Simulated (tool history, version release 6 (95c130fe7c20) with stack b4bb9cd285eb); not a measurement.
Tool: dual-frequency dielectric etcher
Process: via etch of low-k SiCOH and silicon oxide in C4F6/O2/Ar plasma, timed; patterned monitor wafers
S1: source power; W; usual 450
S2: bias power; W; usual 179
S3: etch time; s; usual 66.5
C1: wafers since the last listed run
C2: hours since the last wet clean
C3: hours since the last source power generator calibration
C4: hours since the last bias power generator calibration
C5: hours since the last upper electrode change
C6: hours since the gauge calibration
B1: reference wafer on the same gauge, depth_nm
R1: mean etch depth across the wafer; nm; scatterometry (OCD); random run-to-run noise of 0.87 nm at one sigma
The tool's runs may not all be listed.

run    hour   S1   S2    S3    C1     C2      C3      C4      C5      C6     B1     R1
  1     0.0  450  179  66.5     0  347.3  4331.0  2299.0  4447.4   817.7  159.9  169.6
       33.3  -- wet clean of the chamber
  2   104.3  450  179  66.5   920   71.0  4435.3  2403.3  4551.7   922.0  159.3  168.3
  3   150.5  450  159  66.5   529  117.2  4481.5  2449.5  4597.9   968.2  159.0  164.3
  4   210.0  450  159  66.5   681  176.7  4541.0  2509.0  4657.4  1027.7  158.6  162.1
  5   281.6  450  159  66.5   820  248.3  4612.6  2580.6  4729.0  1099.3  158.3  161.4
  6   371.3  450  179  66.5  1027  338.0  4702.3  2670.3  4818.7  1189.0  157.8  165.5
      450.8  -- wet clean of the chamber
  7   469.6  450  179  66.5   851   18.8  4800.6  2768.6  4917.0  1287.3  157.2  166.9
  8   517.2  450  179  66.5   545   66.4  4848.2  2816.2  4964.6  1334.9  156.9  166.4
  9   553.5  480  153  66.5   415  102.7  4884.5  2852.5  5000.9  1371.2  156.5  161.6
 10   601.8  500  179  66.5   553  151.0  4932.8  2900.8  5049.2  1419.5  156.4  169.3
 11   673.3  450  179  58.0   819  222.5  5004.3  2972.3  5120.7  1491.0  156.0  144.8
      676.3  -- gauge calibrated
      729.4  -- upper electrode replaced
      744.2  -- source power generator calibrated
 12   766.8  450  179  58.0   750  316.0    22.6  3065.8    37.4    90.5  164.4  153.2
 13   862.1  450  179  66.5  1091  411.3   117.9  3161.1   132.7   185.8  164.0  173.7
      892.4  -- wet clean of the chamber
      962.2  -- bias power generator calibrated
 14  1168.8  450  179  81.5  3193  276.4   424.6   206.6   439.4   492.5  162.2  212.2
     1286.8  -- wet clean of the chamber
 15  1287.3  550  205  85.0  1082    0.5   543.1   325.1   557.9   611.0  161.6  241.0
 16  1368.5  500  179  66.5   930   81.7   624.3   406.3   639.1   692.2  161.0  175.3
 17  1470.6  450  179  84.5  1169  183.8   726.4   508.4   741.2   794.3  160.6  213.6
 18  1521.3  540  145  73.5   580  234.5   777.1   559.1   791.9   845.0  160.3  184.9
 19  1601.5  450  216  49.5   918  314.7   857.3   639.3   872.1   925.2  159.8  133.0
 20  1658.8  450  179  66.5   656  372.0   914.6   696.6   929.4   982.5  159.4  169.4
     1720.0  -- wet clean of the chamber
 21  1720.5  450  159  66.5   431    0.5   976.3   758.3   991.1  1044.2  159.1  163.8
 22  1784.8  450  179  66.5   736   64.8  1040.6   822.6  1055.4  1108.5  158.6  167.9
 23  1835.9  350  179  80.5   585  115.9  1091.7   873.7  1106.5  1159.6  158.6  194.4
 24  1881.8  480  167  54.5   525  161.8  1137.6   919.6  1152.4  1205.5  158.3  136.6
 25  1961.7  480  151  85.5   915  241.7  1217.5   999.5  1232.3  1285.4  157.7  209.4
 26  2012.9  400  163  66.5   586  292.9  1268.7  1050.7  1283.5  1336.6  157.4  159.2
 27  2070.0  480  179  66.5   654  350.0  1325.8  1107.8  1340.6  1393.7  157.1  167.9
     2102.9  -- wet clean of the chamber
 28  2124.5  450  179  66.5   349   21.6  1380.3  1162.3  1395.1  1448.2  156.8  165.7

5 ways to go on from here, each from the tool as it stands after run 28. What would each give?
  A  2124.9  450  179  66.5   4  22.0  1380.7  1162.7  1395.5  1448.6   ?   ?
  B  2124.9  450  179  75.0   4  22.0  1380.7  1162.7  1395.5  1448.6   ?   ?
  C  2124.9  380  218  52.5   4  22.0  1380.7  1162.7  1395.5  1448.6   ?   ?
  D  2124.9  410  179  51.0   4  22.0  1380.7  1162.7  1395.5  1448.6   ?   ?
  E  2124.9  400  179  66.5   4  22.0  1380.7  1162.7  1395.5  1448.6   ?   ?

run     B1     R1
  A  156.7  165.4
  B  156.7  186.5
  C  156.7  132.8
  D  156.7  124.1
  E  156.7  161.0
Stripped of hidden state, with their random variation kept, the same runs would have yielded:
run     R1
  A  174.0
  B  196.2
  C  139.7
  D  130.6
  E  169.4

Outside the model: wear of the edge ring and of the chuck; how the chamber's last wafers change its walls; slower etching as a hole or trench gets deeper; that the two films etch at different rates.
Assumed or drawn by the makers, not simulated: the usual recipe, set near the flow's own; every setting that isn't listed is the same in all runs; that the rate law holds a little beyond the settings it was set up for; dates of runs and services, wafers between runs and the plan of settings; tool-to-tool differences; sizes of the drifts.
